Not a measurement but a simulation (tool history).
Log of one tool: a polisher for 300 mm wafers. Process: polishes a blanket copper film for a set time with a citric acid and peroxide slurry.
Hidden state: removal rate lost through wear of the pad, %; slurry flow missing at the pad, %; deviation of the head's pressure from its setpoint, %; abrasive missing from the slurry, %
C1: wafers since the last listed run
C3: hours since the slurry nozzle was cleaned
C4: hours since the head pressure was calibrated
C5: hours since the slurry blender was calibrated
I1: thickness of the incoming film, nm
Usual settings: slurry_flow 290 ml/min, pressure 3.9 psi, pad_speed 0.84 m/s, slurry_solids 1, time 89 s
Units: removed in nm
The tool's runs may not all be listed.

Run 1, day 0: usual settings; C1 0; wafers polished on this pad 321; C3 257.5; C4 281.5; C5 382.6; I1 1110.2. Result: removed 175.3 nm.
At day 0.642: slurry blender recalibrated.
Run 2, day 1.879: usual settings but slurry_flow 255 ml/min; C1 491; wafers polished on this pad 813; C3 302.6; C4 326.6; C5 29.7; I1 1125.5. Result: removed 177.1 nm.
Run 3, day 5.817: usual settings but slurry_flow 255 ml/min; C1 1077; wafers polished on this pad 1890; C3 397.1; C4 421.1; C5 124.2; I1 1113.2. Result: removed 173.7 nm.
Run 4, day 7.604: usual settings but pressure 4.7 psi; C1 489; wafers polished on this pad 2380; C3 440; C4 464; C5 167.1; I1 1113. Result: removed 208.4 nm.
Run 5, day 11.908: usual settings but pressure 4.7 psi; C1 1177; wafers polished on this pad 3558; C3 543.3; C4 567.3; C5 270.4; I1 1112.2. Result: removed 204 nm.
At day 15.133: worn pad replaced by a new one.
At day 15.967: slurry blender recalibrated.
Run 6, day 16.058: usual settings; C1 1067; wafers polished on this pad 230; C3 642.9; C4 666.9; C5 2.2; I1 1108.9. Result: removed 173 nm.
At day 16.892: slurry nozzle cleaned.
Run 7, day 17.875: usual settings; C1 485; wafers polished on this pad 716; C3 23.6; C4 710.5; C5 45.8; I1 1136.6. Result: removed 176.6 nm.
Run 8, day 19.521: usual settings; C1 450; wafers polished on this pad 1166; C3 63.1; C4 750; C5 85.3; I1 1112.5. Result: removed 172.6 nm.
Run 9, day 21.788: usual settings; C1 620; wafers polished on this pad 1787; C3 117.5; C4 804.4; C5 139.7; I1 1103.5. Result: removed 172 nm.
Run 10, day 23.925: usual settings; C1 585; wafers polished on this pad 2372; C3 168.8; C4 855.7; C5 191; I1 1113.8. Result: removed 173.4 nm.
Run 11, day 26.421: usual settings; C1 683; wafers polished on this pad 3055; C3 228.7; C4 915.6; C5 250.9; I1 1106.4. Result: removed 170.2 nm.
At day 30.425: worn pad replaced by a new one.
Run 12, day 30.538: usual settings but pad_speed 0.76 m/s; C1 1081; wafers polished on this pad 30; C3 327.5; C4 1014.4; C5 349.7; I1 1132.1. Result: removed 153.8 nm.
At day 31.325: head pressure recalibrated.
At day 32.221: slurry blender recalibrated.
Run 13, day 34.996: usual settings but pad_speed 0.76 m/s; C1 1174; wafers polished on this pad 1204; C3 434.5; C4 88.1; C5 66.6; I1 1136.5. Result: removed 170.1 nm.

The next listed run, before its measurement:
Run 14, day 38.508: usual settings but pressure 2.8 psi, slurry_solids 1.1; C1 961; wafers polished on this pad 2166; C3 518.8; C4 172.4; C5 150.9; I1 1107.7. Result: removed ?.

{"run 14": {"removed": 136.1}}
Without the tool's hidden state the same run would have given removed 139.2 nm.

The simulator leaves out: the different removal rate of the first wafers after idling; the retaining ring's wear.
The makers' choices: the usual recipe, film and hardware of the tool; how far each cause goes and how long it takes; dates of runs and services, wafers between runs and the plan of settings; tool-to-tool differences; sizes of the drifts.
